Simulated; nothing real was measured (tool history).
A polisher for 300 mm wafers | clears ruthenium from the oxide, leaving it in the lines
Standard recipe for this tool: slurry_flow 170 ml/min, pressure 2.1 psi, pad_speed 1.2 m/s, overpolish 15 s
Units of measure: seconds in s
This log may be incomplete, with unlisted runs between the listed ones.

run	hour	slurry_flow	pressure	pad_speed	overpolish	wafers since the last listed run	wafers polished on this pad	hours since the slurry nozzle was cleaned	hours since the head pressure was calibrated	incoming thickness of the incoming film, nm	seconds
1	0	170	2.1	1.1	15	0	1251	187.5	91.1	103.2	77.3
# hour 97.6: worn pad replaced by a new one
2	98.1	170	2.1	1.1	15	749	4	285.6	189.2	104.1	76.1
3	199.9	170	2.1	1.2	15	810	814	387.4	291	106.2	69.8
4	271.1	170	2.1	1.2	15	567	1381	458.6	362.2	103.5	69.3
5	308.6	170	1.9	1.2	15	298	1680	496.1	399.7	104.3	77.3
6	379.7	170	1.9	1.2	15	566	2246	567.2	470.8	105.7	80.4
# hour 420.8: worn pad replaced by a new one
# hour 432.8: head pressure recalibrated
7	443.9	170	1.8	1.2	15	463	167	631.4	11.1	105.5	92
8	481.8	170	1.8	1.2	15	301	469	669.3	49	105.9	89.8
# hour 527.1: slurry nozzle cleaned
9	566.5	170	2.1	1.54	15	666	1136	39.4	133.7	104.2	53.7
10	624.5	170	2.1	1.54	15	461	1598	97.4	191.7	103.5	52.9
11	676.1	170	2.1	1.2	15	410	2009	149	243.3	104.8	68.7
# hour 682.8: worn pad replaced by a new one
12	781.8	190	2.6	1.2	15	809	788	254.7	349	103.6	52.1
13	879.1	230	2.7	1.2	8	774	1563	352	446.3	103.2	47.8
14	948	170	2.7	1.2	15	548	2112	420.9	515.2	105.4	50.6
# hour 983.2: worn pad replaced by a new one
# hour 1002.3: head pressure recalibrated
15	1007.9	115	2.1	1.5	15	429	180	480.8	5.6	105.1	67.9
16	1056.3	170	2.1	1.1	15	385	566	529.2	54	104.4	80.3
17	1149.5	195	2.5	1.52	23	742	1308	622.4	147.2	105.3	49.1
18	1205.3	170	2.1	1.2	15	444	1752	678.2	203	103.7	74.1
# hour 1295: worn pad replaced by a new one
19	1296.4	170	2.1	0.94	15	693	10	769.3	294.1	105.6	97.7
20	1344.1	170	2.1	1.2	15	379	390	817	341.8	104.6	73.8
# hour 1365.9: slurry nozzle cleaned
21	1437.2	170	2.7	1.2	7	733	1124	71.3	434.9	103.6	51.1

Table of differences, measured result less the result of that run with no hidden state. Run-to-run variation is the same in both. Gauge scatter possibly is not:
The tool's hidden condition here consists of: removal rate lost through wear of the pad, %; slurry flow missing at the pad, %; deviation of the head's pressure from its setpoint, %.
run	seconds
1	+0.3
2	-0.4
3	-0.8
4	-1
5	-1.2
6	-1.3
7	+6.4
8	+6.3
9	-2.4
10	-2.7
11	-3.8
12	-3.6
13	-4
14	-3.8
15	+6.9
16	+5.9
17	+3
18	+5.4
19	+7.5
20	+5.9
21	-3.9

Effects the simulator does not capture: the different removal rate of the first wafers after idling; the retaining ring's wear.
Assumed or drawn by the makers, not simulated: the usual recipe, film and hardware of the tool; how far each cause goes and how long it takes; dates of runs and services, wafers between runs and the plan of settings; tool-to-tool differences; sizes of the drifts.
